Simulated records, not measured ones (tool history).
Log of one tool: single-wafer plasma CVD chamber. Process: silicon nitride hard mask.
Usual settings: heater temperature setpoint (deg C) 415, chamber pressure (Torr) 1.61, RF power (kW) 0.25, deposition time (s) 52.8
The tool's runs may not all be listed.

run,day,heater temperature setpoint (deg C),chamber pressure (Torr),RF power (kW),deposition time (s),wafers since the last listed run,hours since the last thermocouple change,hours since the last RF generator calibration,hours since the last manometer calibration,hours since the showerhead was replaced,hours since the gauge calibration,"read-back reference wafer on the same gauge, thickness_nm",mean film thickness on the monitor wafer (Å)
1,0,415,1.61,0.25,52.8,0,132.3,1638.4,511.7,2536.8,1071.4,57.201,481.58
2,2.688,415,1.61,0.25,52.8,1152,196.8,1702.9,576.2,2601.3,1135.9,57.15,481.53
3,6.079,415,1.61,0.25,52.8,1453,278.2,1784.3,657.6,2682.7,1217.3,57.15,476.94
4,17.562,415,1.61,0.25,52.8,4922,553.8,2059.9,933.2,2958.3,1492.9,56.924,479.25
5,21.092,415,1.61,0.25,52.8,1512,638.5,2144.6,1017.9,3043,1577.6,56.9,476.62
6,23.917,415,1.61,0.25,52.8,1211,706.3,2212.4,1085.7,3110.8,1645.4,56.88,480.17
# day 26.692: RF generator calibrated
7,26.712,415,1.61,0.25,52.8,1055,773.4,0.5,1152.8,3177.9,1712.5,56.833,476.77
# day 27.054: showerhead replaced
8,29.308,415,1.61,0.25,52.8,969,835.7,62.8,1215.1,54.1,1774.8,56.803,478.05
9,32.629,415,1.61,0.25,45.2,1423,915.4,142.5,1294.8,133.8,1854.5,56.764,408.01
10,34.512,415,1.61,0.25,45.3,807,960.6,187.7,1340,179,1899.7,56.752,410.34
11,36.279,423,1.61,0.25,52.8,757,1003,230.1,1382.4,221.4,1942.1,56.682,475.39
12,40.675,415,1.61,0.25,52.8,1884,1108.5,335.6,1487.9,326.9,2047.6,56.646,479.48
13,45.167,429,1.82,0.25,52.8,1925,1216.3,443.4,1595.7,434.7,2155.4,56.642,493.12
14,47.888,420,1.61,0.25,52.8,1166,1281.6,508.7,1661,500,2220.7,56.631,476.57
15,49.779,426,1.61,0.25,52.8,810,1327,554.1,1706.4,545.4,2266.1,56.622,472.88
16,51.421,415,1.82,0.25,52.8,703,1366.4,593.5,1745.8,584.8,2305.5,56.696,500.49
17,55.046,400,1.94,0.235,55.5,1553,1453.4,680.5,1832.8,671.8,2392.5,56.594,508.66
# day 56.104: gauge calibrated
18,58.062,415,1.5,0.27,60.2,1293,1525.8,752.9,1905.2,744.2,47,58.564,585.3
19,59.921,415,1.61,0.27,56.7,796,1570.4,797.5,1949.8,788.8,91.6,58.456,566.98
# day 61.417: thermocouple changed; heater temperature recalibrated
20,63.796,415,1.61,0.25,52.8,1518,57.1,890.5,2042.8,881.8,184.6,58.275,489.93
# day 65.933: capacitance manometer re-zeroed and calibrated
21,67.442,415,1.94,0.25,52.8,1420,144.6,978,36.2,969.3,272.1,58.015,521.31
22,70.129,415,1.61,0.25,52.8,1152,209.1,1042.5,100.7,1033.8,336.6,57.844,485.02
23,74.067,415,1.61,0.27,56.7,1687,303.6,1137,195.2,1128.3,431.1,57.759,553.56
24,76.058,415,1.61,0.25,52.8,853,351.4,1184.8,243,1176.1,478.9,57.629,485.44
25,80.188,415,1.61,0.25,52.8,1770,450.5,1283.9,342.1,1275.2,578,57.45,484.5
26,82.921,421,1.61,0.22,44,1171,516.1,1349.5,407.7,1340.8,643.6,57.357,360.35
27,85.817,406,1.61,0.25,58.4,1241,585.6,1419,477.2,1410.3,713.1,57.326,536.63
28,89.338,415,1.31,0.29,61.5,1509,670.1,1503.5,561.7,1494.8,797.6,57.171,583.11
29,91.075,415,1.61,0.25,52.8,744,711.8,1545.2,603.4,1536.5,839.3,57.136,478.33

Some steps in mean film thickness on the monitor wafer (Å) between neighbouring runs. How much of each would the tool show without its hidden state too (settings, what came in, random variation), and how much is left for the hidden state, with any gauge scatter that isn't in both results?
The hidden state here: wafer temperature above the value expected at the setpoint (K); delivered RF power above the setpoint (%); true pressure above the setpoint (%); gauge reads high (%).
Run 17 -> 18: heater temperature setpoint (deg C) 400 -> 415, chamber pressure (Torr) 1.94 -> 1.5, RF power (kW) 0.235 -> 0.27, deposition time (s) 55.5 -> 60.2, gauge calibrated. mean film thickness on the monitor wafer (Å) +76.64: hidden state +17.42, all else +59.22.
Run 25 -> 26: heater temperature setpoint (deg C) 415 -> 421, RF power (kW) 0.25 -> 0.22, deposition time (s) 52.8 -> 44. mean film thickness on the monitor wafer (Å) -124.15: hidden state +2.63, all else -126.78.
Run 26 -> 27: heater temperature setpoint (deg C) 421 -> 406, RF power (kW) 0.22 -> 0.25, deposition time (s) 44 -> 58.4. mean film thickness on the monitor wafer (Å) +176.28: hidden state -5.82, all else +182.1.

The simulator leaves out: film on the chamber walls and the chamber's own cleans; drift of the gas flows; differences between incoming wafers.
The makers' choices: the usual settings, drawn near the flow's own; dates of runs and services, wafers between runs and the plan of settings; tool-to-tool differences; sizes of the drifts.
